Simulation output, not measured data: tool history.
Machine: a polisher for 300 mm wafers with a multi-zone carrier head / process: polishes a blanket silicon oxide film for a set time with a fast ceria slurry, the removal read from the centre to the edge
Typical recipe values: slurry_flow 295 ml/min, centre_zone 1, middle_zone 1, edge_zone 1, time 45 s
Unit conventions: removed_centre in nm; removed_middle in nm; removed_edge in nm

run,hour,slurry_flow,centre_zone,middle_zone,edge_zone,time,wafers since the last listed run,wafers polished on this pad,hours since the slurry nozzle was cleaned,hours since the centre zone pressure was calibrated,hours since the edge zone pressure was calibrated,hours since the carrier head's membrane was replaced,"incoming thickness of the incoming film, nm",removed_centre,removed_middle,removed_edge
1,0,240,0.92,1.07,1,55,0,249,110.1,1079.8,96,18.5,2011.4,574.3,770.6,740
2,8.7,295,1,1,1,45,89,339,118.8,1088.5,104.7,27.2,2070.3,525.2,605.8,629.7
3,36.6,295,1,1.08,0.91,45,286,626,146.7,1116.4,132.6,55.1,2033.6,522.8,638.7,608.5
4,53,260,1.11,0.96,1.1,45,168,794,163.1,1132.8,149,71.5,2051,575.7,577.7,626.4
5,67.2,295,1,1,1,45,145,940,177.3,1147,163.2,85.7,2076.6,526.2,611.9,619.6
6,75.2,390,1,1.07,0.94,50,82,1022,185.3,1155,171.2,93.7,2041.4,599.1,744.4,689.6
# hour 86.6: centre zone pressure recalibrated
7,88.3,295,1,1,1,60,114,1137,198.4,1.7,184.3,106.8,2043.9,838.9,802.5,813
# hour 101.6: worn pad replaced by a new one
8,104.7,295,0.89,1,1,45,127,32,214.8,18.1,200.7,123.2,2062.4,556.7,610.8,614
9,115.2,295,1,1,1,45,107,140,225.3,28.6,211.2,133.7,2047.8,632.6,611.3,626.6
10,128.9,295,1,1,1,57,140,281,239,42.3,224.9,147.4,2061.1,783.2,766.2,785.2
11,141.8,295,1,1.05,1,55,132,413,251.9,55.2,237.8,160.3,2060.1,754.6,777.6,753.9
12,155.2,295,1,0.95,1,45,137,551,265.3,68.6,251.2,173.7,2083.1,611.5,567.6,627
13,165.2,295,1,1.06,0.96,45,102,654,275.3,78.6,261.2,183.7,2021.8,612.9,631,601.7
14,175.3,295,1,0.95,1,45,103,758,285.4,88.7,271.3,193.8,2024,615.5,581.3,620
15,192.3,295,1,1,1,45,174,932,302.4,105.7,288.3,210.8,2052.7,607.8,601.7,625.8
16,203.2,260,1.05,0.96,1,45,112,1045,313.3,116.6,299.2,221.7,2047.6,630.1,576.4,598.3
# hour 213.1: worn pad replaced by a new one
17,214.3,295,1,1,0.89,45,72,11,324.4,127.7,310.3,232.8,2042.3,599.3,602.9,584.3
18,227.9,295,1,1.09,1,45,139,151,338,141.3,323.9,246.4,2046.6,600.8,653.1,617.1
19,240.7,295,1,1,1,45,131,283,350.8,154.1,336.7,259.2,2027.3,597.6,601.2,611
20,258,295,1,1,1,45,177,461,368.1,171.4,354,276.5,2047.4,599.9,600,621.2
21,274.8,295,0.94,1,1,45,172,633,384.9,188.2,370.8,293.3,2033.2,556.8,613.3,621.2
22,291.7,295,1,1,1,61,173,807,401.8,205.1,387.7,310.2,2036.2,797,822.4,834.2

Consider 4 possible next runs. They are alternatives, not a sequence: every one starts from the tool as it was left by run 22. What does each give?
A,292.1,295,1,1,1,45,4,811,402.2,205.5,388.1,310.6,2064.1,?,?,?
B,292.1,295,1,1.06,1,32,4,811,402.2,205.5,388.1,310.6,2064.1,?,?,?
C,292.1,190,1,0.89,1,45,4,811,402.2,205.5,388.1,310.6,2064.1,?,?,?
D,292.1,295,1,0.9,1.1,31,4,811,402.2,205.5,388.1,310.6,2064.1,?,?,?

run,removed_centre,removed_middle,removed_edge
A,592.1,608,619
B,421.2,454.3,439.8
C,551.4,517.8,591.2
D,407.6,383.5,444
Without the tool's unlogged condition, the same runs would have read:
run,removed_centre,removed_middle,removed_edge
A,625.4,607.9,619
B,444.9,454.1,439.8
C,582.4,517.7,591.2
D,430.5,383.3,444

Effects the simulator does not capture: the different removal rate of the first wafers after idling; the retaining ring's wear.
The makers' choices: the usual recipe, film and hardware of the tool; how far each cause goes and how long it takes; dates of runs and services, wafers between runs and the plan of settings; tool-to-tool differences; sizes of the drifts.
